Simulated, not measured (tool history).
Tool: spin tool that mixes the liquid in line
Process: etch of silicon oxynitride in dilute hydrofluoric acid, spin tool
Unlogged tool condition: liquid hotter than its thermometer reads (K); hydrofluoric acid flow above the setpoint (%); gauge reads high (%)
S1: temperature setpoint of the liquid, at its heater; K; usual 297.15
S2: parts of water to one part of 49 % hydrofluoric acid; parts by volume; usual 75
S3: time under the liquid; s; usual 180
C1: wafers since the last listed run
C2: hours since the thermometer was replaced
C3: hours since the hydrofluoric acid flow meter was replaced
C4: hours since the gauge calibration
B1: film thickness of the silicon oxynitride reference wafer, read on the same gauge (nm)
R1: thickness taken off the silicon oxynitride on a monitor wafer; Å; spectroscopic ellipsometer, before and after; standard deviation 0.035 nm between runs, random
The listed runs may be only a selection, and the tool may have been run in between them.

run     day      S1  S2   S3    C1     C2      C3      C4     B1     R1
  1       0  297.15  75  180     0   99.9  1181.6   594.4     30   78.5
  2   1.688  297.15  75  180   349  140.4  1222.1   634.9  29.99   78.1
  3   6.129  297.15  75  180   920    247  1328.7   741.5  30.01   78.3
  4  10.233  297.15  75  180   850  345.5  1427.2     840     30   79.3
  5  22.908  298.65  75  180  2627  649.7  1731.4  1144.2     30   86.5
  6  25.883  298.65  75  180   616  721.1  1802.8  1215.6  29.99   86.6
  7  27.571  297.15  75  180   349  761.6  1843.3  1256.1     30   80.6
     29.308  -- thermometer replaced
  8  29.812  297.15  75  180   456   12.1  1897.1  1309.9  30.03     78
  9  32.662  297.15  75  180   590   80.5  1965.5  1378.3  30.03   77.9
 10  35.271  296.15  75  180   540  143.1  2028.1  1440.9  30.01   74.8
 11  39.158  294.15  75  180   805  236.4  2121.4  1534.2     30     68
     40.192  -- hydrofluoric acid flow meter replaced
 12  42.438  297.15  75  180   671  315.1    53.9  1612.9     30   79.4
     44.929  -- gauge calibrated
 13   45.45  300.15  40  180   624  387.4   126.2    12.5     30    178
 14  49.204  302.15  95  240   778  477.5   216.3   102.6  30.01  103.4
 15  50.717  293.15  75  180   313  513.8   252.6   138.9  29.97   65.4
 16  52.321  297.15  75  145   332  552.3   291.1   177.4     30   64.3
 17  56.633  300.15  40  180   893  655.8   394.6   280.9  30.01  180.1
 18  59.771  297.15  75  180   650  731.1   469.9   356.2  29.99   80.4
     60.667  -- thermometer replaced
 19  64.042  297.15  75  180   876     81   572.4   458.7     30     78
 20  68.158  297.15  45  235   853  179.8   671.2   557.5  29.99  175.3
 21  71.946  301.15  50  215   785  270.7   762.1   648.4  29.99  174.1

Selected run-to-run steps in R1, each split into two signed amounts: the part the tool would show with no hidden state at all (from settings, incoming material and random variation), and the remainder, which goes to the hidden state together with any gauge scatter not common to the measured and the hidden-state-free results:
Run 16 -> 17: S1 297.15 -> 300.15, S2 75 -> 40, S3 145 -> 180. R1 +115.8 Å: hidden state +4.2, all else +111.6.
Run 17 -> 18: S1 300.15 -> 297.15, S2 40 -> 75. R1 -99.7 Å: hidden state -3.1, all else -96.6.
